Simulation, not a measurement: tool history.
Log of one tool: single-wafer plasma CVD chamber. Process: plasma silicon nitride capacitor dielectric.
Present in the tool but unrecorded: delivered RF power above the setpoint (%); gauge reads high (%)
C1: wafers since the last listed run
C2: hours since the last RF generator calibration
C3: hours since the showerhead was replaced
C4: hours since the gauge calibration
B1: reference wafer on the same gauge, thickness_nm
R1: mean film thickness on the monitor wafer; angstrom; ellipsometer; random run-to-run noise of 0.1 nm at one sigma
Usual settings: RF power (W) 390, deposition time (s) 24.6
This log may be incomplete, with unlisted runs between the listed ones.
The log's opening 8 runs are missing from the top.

Run 9, day 20.567: usual settings but RF power (W) 340; C1 4206; C2 1121.6; C3 7102.4; C4 656.1; B1 32.397. Result: R1 320.91 angstrom.
Run 10, day 21.817: usual settings; C1 699; C2 1151.6; C3 7132.4; C4 686.1; B1 32.387. Result: R1 327.04 angstrom.
Run 11, day 23.408: usual settings; C1 890; C2 1189.8; C3 7170.6; C4 724.3; B1 32.401. Result: R1 326.91 angstrom.
Run 12, day 24.817: usual settings; C1 787; C2 1223.6; C3 7204.4; C4 758.1; B1 32.392. Result: R1 328.14 angstrom.
Run 13, day 26.117: usual settings; C1 727; C2 1254.8; C3 7235.6; C4 789.3; B1 32.411. Result: R1 327.26 angstrom.
Run 14, day 28.071: usual settings but RF power (W) 440, deposition time (s) 28.0; C1 1093; C2 1301.7; C3 7282.5; C4 836.2; B1 32.424. Result: R1 381.38 angstrom.
Run 15, day 30.725: usual settings but RF power (W) 440, deposition time (s) 28.0; C1 1484; C2 1365.4; C3 7346.2; C4 899.9; B1 32.396. Result: R1 383.11 angstrom.
At day 31.304: RF generator calibrated.
Run 16, day 31.942: usual settings but RF power (W) 365, deposition time (s) 27.9; C1 494; C2 15.3; C3 7375.4; C4 929.1; B1 32.402. Result: R1 370.62 angstrom.
Run 17, day 33.462: usual settings but RF power (W) 320, deposition time (s) 21.1; C1 850; C2 51.8; C3 7411.9; C4 965.6; B1 32.400. Result: R1 276.51 angstrom.
Run 18, day 35.958: usual settings but RF power (W) 365, deposition time (s) 22.3; C1 1396; C2 111.7; C3 7471.8; C4 1025.5; B1 32.404. Result: R1 297.85 angstrom.
Run 19, day 37.371: usual settings; C1 790; C2 145.6; C3 7505.7; C4 1059.4; B1 32.422. Result: R1 332.19 angstrom.
Run 20, day 40.367: usual settings but RF power (W) 410, deposition time (s) 27.5; C1 1675; C2 217.5; C3 7577.6; C4 1131.3; B1 32.405. Result: R1 374.53 angstrom.
At day 42.650: showerhead replaced.
Run 21, day 42.671: usual settings but RF power (W) 370, deposition time (s) 26.1; C1 1102; C2 272.8; C3 0.5; C4 1186.6; B1 32.413. Result: R1 348.42 angstrom.

Estimate the outcome of run 22 from the log above:
Run 22, day 45.333: usual settings but RF power (W) 425, deposition time (s) 22.8; C1 1489; C2 336.7; C3 64.4; C4 1250.5; B1 ?. Result: R1 ?.

{"run 22": {"B1": 32.407, "R1": 312.36}}
With no hidden state in the tool, this same run would have given R1 312.67 angstrom.
